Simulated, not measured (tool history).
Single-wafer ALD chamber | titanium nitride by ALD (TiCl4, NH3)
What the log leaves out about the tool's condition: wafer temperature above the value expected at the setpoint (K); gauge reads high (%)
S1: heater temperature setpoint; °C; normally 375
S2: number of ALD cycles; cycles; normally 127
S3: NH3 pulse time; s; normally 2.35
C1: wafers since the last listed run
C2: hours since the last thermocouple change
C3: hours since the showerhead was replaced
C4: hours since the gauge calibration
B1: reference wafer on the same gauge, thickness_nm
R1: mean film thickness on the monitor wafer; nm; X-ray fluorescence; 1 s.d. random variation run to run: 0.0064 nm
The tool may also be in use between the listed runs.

{"run": 1, "hour": 0.0, "S1": 375, "S2": 127, "S3": 2.35, "C1": 0, "C2": 832.7, "C3": 7580.6, "C4": 268.6, "B1": 3.027, "R1": 2.594}
{"run": 2, "hour": 21.5, "S1": 375, "S2": 127, "S3": 2.35, "C1": 41, "C2": 854.2, "C3": 7602.1, "C4": 290.1, "B1": 3.027, "R1": 2.613}
{"run": 3, "hour": 36.2, "S1": 375, "S2": 127, "S3": 2.35, "C1": 28, "C2": 868.9, "C3": 7616.8, "C4": 304.8, "B1": 3.029, "R1": 2.61}
{"run": 4, "hour": 56.4, "S1": 375, "S2": 127, "S3": 1.7, "C1": 38, "C2": 889.1, "C3": 7637.0, "C4": 325.0, "B1": 3.03, "R1": 2.571}
{"run": 5, "hour": 91.0, "S1": 375, "S2": 110, "S3": 2.35, "C1": 66, "C2": 923.7, "C3": 7671.6, "C4": 359.6, "B1": 3.033, "R1": 2.257}
{"run": 6, "hour": 109.5, "S1": 375, "S2": 110, "S3": 2.35, "C1": 35, "C2": 942.2, "C3": 7690.1, "C4": 378.1, "B1": 3.034, "R1": 2.257}
{"run": 7, "hour": 135.9, "S1": 375, "S2": 127, "S3": 2.35, "C1": 50, "C2": 968.6, "C3": 7716.5, "C4": 404.5, "B1": 3.034, "R1": 2.609}
{"run": 8, "hour": 171.1, "S1": 375, "S2": 127, "S3": 2.35, "C1": 67, "C2": 1003.8, "C3": 7751.7, "C4": 439.7, "B1": 3.034, "R1": 2.607}
{"run": 9, "hour": 191.4, "S1": 375, "S2": 117, "S3": 2.35, "C1": 38, "C2": 1024.1, "C3": 7772.0, "C4": 460.0, "B1": 3.038, "R1": 2.407}
{"run": 10, "hour": 225.4, "S1": 375, "S2": 127, "S3": 2.35, "C1": 65, "C2": 1058.1, "C3": 7806.0, "C4": 494.0, "B1": 3.039, "R1": 2.609}
{"run": 11, "hour": 242.5, "S1": 375, "S2": 127, "S3": 2.35, "C1": 32, "C2": 1075.2, "C3": 7823.1, "C4": 511.1, "B1": 3.037, "R1": 2.61}
{"run": 12, "hour": 277.9, "S1": 375, "S2": 127, "S3": 2.35, "C1": 67, "C2": 1110.6, "C3": 7858.5, "C4": 546.5, "B1": 3.039, "R1": 2.619}
{"hour": 286.0, "done": "gauge calibrated"}
{"run": 13, "hour": 295.1, "S1": 375, "S2": 127, "S3": 2.06, "C1": 33, "C2": 1127.8, "C3": 7875.7, "C4": 9.1, "B1": 2.957, "R1": 2.538}
{"run": 14, "hour": 316.4, "S1": 375, "S2": 127, "S3": 2.06, "C1": 40, "C2": 1149.1, "C3": 7897.0, "C4": 30.4, "B1": 2.967, "R1": 2.531}
{"run": 15, "hour": 332.6, "S1": 378, "S2": 127, "S3": 2.35, "C1": 31, "C2": 1165.3, "C3": 7913.2, "C4": 46.6, "B1": 2.97, "R1": 2.568}
{"run": 16, "hour": 366.4, "S1": 375, "S2": 127, "S3": 2.35, "C1": 64, "C2": 1199.1, "C3": 7947.0, "C4": 80.4, "B1": 2.981, "R1": 2.568}
{"run": 17, "hour": 391.5, "S1": 375, "S2": 127, "S3": 2.35, "C1": 48, "C2": 1224.2, "C3": 7972.1, "C4": 105.5, "B1": 2.986, "R1": 2.57}
{"hour": 417.9, "done": "showerhead replaced"}
{"run": 18, "hour": 422.6, "S1": 375, "S2": 127, "S3": 2.35, "C1": 44, "C2": 1255.3, "C3": 4.7, "C4": 136.6, "B1": 2.992, "R1": 2.571}
{"run": 19, "hour": 441.8, "S1": 389, "S2": 147, "S3": 3.02, "C1": 36, "C2": 1274.5, "C3": 23.9, "C4": 155.8, "B1": 2.995, "R1": 3.041}
{"run": 20, "hour": 461.9, "S1": 381, "S2": 118, "S3": 2.35, "C1": 38, "C2": 1294.6, "C3": 44.0, "C4": 175.9, "B1": 2.998, "R1": 2.418}
{"run": 21, "hour": 564.3, "S1": 368, "S2": 112, "S3": 2.35, "C1": 196, "C2": 1397.0, "C3": 146.4, "C4": 278.3, "B1": 3.011, "R1": 2.26}
{"run": 22, "hour": 589.0, "S1": 386, "S2": 134, "S3": 3.16, "C1": 47, "C2": 1421.7, "C3": 171.1, "C4": 303.0, "B1": 3.013, "R1": 2.796}
{"run": 23, "hour": 615.2, "S1": 366, "S2": 127, "S3": 1.9, "C1": 50, "C2": 1447.9, "C3": 197.3, "C4": 329.2, "B1": 3.015, "R1": 2.531}
{"run": 24, "hour": 628.9, "S1": 375, "S2": 127, "S3": 2.35, "C1": 26, "C2": 1461.6, "C3": 211.0, "C4": 342.9, "B1": 3.016, "R1": 2.586}
{"run": 25, "hour": 659.1, "S1": 388, "S2": 147, "S3": 2.68, "C1": 57, "C2": 1491.8, "C3": 241.2, "C4": 373.1, "B1": 3.016, "R1": 3.03}
{"run": 26, "hour": 689.5, "S1": 361, "S2": 127, "S3": 2.35, "C1": 58, "C2": 1522.2, "C3": 271.6, "C4": 403.5, "B1": 3.019, "R1": 2.544}
{"run": 27, "hour": 718.8, "S1": 367, "S2": 106, "S3": 3.2, "C1": 56, "C2": 1551.5, "C3": 300.9, "C4": 432.8, "B1": 3.021, "R1": 2.179}
{"run": 28, "hour": 747.2, "S1": 379, "S2": 151, "S3": 3.16, "C1": 54, "C2": 1579.9, "C3": 329.3, "C4": 461.2, "B1": 3.022, "R1": 3.139}
{"run": 29, "hour": 773.1, "S1": 383, "S2": 127, "S3": 1.85, "C1": 49, "C2": 1605.8, "C3": 355.2, "C4": 487.1, "B1": 3.023, "R1": 2.593}
{"run": 30, "hour": 788.9, "S1": 380, "S2": 119, "S3": 3.13, "C1": 30, "C2": 1621.6, "C3": 371.0, "C4": 502.9, "B1": 3.022, "R1": 2.482}
{"hour": 798.9, "done": "gauge calibrated"}
{"hour": 829.5, "done": "thermocouple changed; heater temperature recalibrated"}
{"run": 31, "hour": 830.0, "S1": 381, "S2": 144, "S3": 2.06, "C1": 63, "C2": 0.5, "C3": 412.1, "C4": 31.1, "B1": 2.967, "R1": 2.886}
{"run": 32, "hour": 849.0, "S1": 375, "S2": 146, "S3": 2.35, "C1": 36, "C2": 19.5, "C3": 431.1, "C4": 50.1, "B1": 2.972, "R1": 2.959}
{"run": 33, "hour": 862.4, "S1": 375, "S2": 127, "S3": 2.04, "C1": 25, "C2": 32.9, "C3": 444.5, "C4": 63.5, "B1": 2.979, "R1": 2.56}
{"run": 34, "hour": 893.1, "S1": 368, "S2": 112, "S3": 2.35, "C1": 58, "C2": 63.6, "C3": 475.2, "C4": 94.2, "B1": 2.984, "R1": 2.241}
{"run": 35, "hour": 918.4, "S1": 381, "S2": 127, "S3": 2.35, "C1": 48, "C2": 88.9, "C3": 500.5, "C4": 119.5, "B1": 2.992, "R1": 2.589}
{"run": 36, "hour": 950.7, "S1": 375, "S2": 127, "S3": 2.35, "C1": 61, "C2": 121.2, "C3": 532.8, "C4": 151.8, "B1": 2.996, "R1": 2.573}
{"run": 37, "hour": 976.8, "S1": 381, "S2": 140, "S3": 1.89, "C1": 50, "C2": 147.3, "C3": 558.9, "C4": 177.9, "B1": 3.001, "R1": 2.834}
{"run": 38, "hour": 999.3, "S1": 375, "S2": 127, "S3": 2.35, "C1": 43, "C2": 169.8, "C3": 581.4, "C4": 200.4, "B1": 3.004, "R1": 2.582}
{"run": 39, "hour": 1034.0, "S1": 388, "S2": 114, "S3": 1.92, "C1": 66, "C2": 204.5, "C3": 616.1, "C4": 235.1, "B1": 3.009, "R1": 2.33}
{"run": 40, "hour": 1056.1, "S1": 363, "S2": 127, "S3": 2.35, "C1": 42, "C2": 226.6, "C3": 638.2, "C4": 257.2, "B1": 3.012, "R1": 2.557}

The tool's hidden state at each run:
wafer temperature above the value expected at the setpoint (K): 0, the same for each run
H1: gauge reads high (%)
run=1 H1=2.2
run=2 H1=2.27
run=3 H1=2.31
run=4 H1=2.36
run=5 H1=2.44
run=6 H1=2.48
run=7 H1=2.53
run=8 H1=2.58
run=9 H1=2.61
run=10 H1=2.65
run=11 H1=2.66
run=12 H1=2.69
run=13 H1=-0.0736
run=14 H1=0.17
run=15 H1=0.339
run=16 H1=0.649
run=17 H1=0.848
run=18 H1=1.06
run=19 H1=1.18
run=20 H1=1.29
run=21 H1=1.71
run=22 H1=1.78
run=23 H1=1.85
run=24 H1=1.88
run=25 H1=1.94
run=26 H1=2
run=27 H1=2.04
run=28 H1=2.08
run=29 H1=2.11
run=30 H1=2.13
run=31 H1=0.234
run=32 H1=0.429
run=33 H1=0.557
run=34 H1=0.818
run=35 H1=1
run=36 H1=1.21
run=37 H1=1.36
run=38 H1=1.47
run=39 H1=1.61
run=40 H1=1.69

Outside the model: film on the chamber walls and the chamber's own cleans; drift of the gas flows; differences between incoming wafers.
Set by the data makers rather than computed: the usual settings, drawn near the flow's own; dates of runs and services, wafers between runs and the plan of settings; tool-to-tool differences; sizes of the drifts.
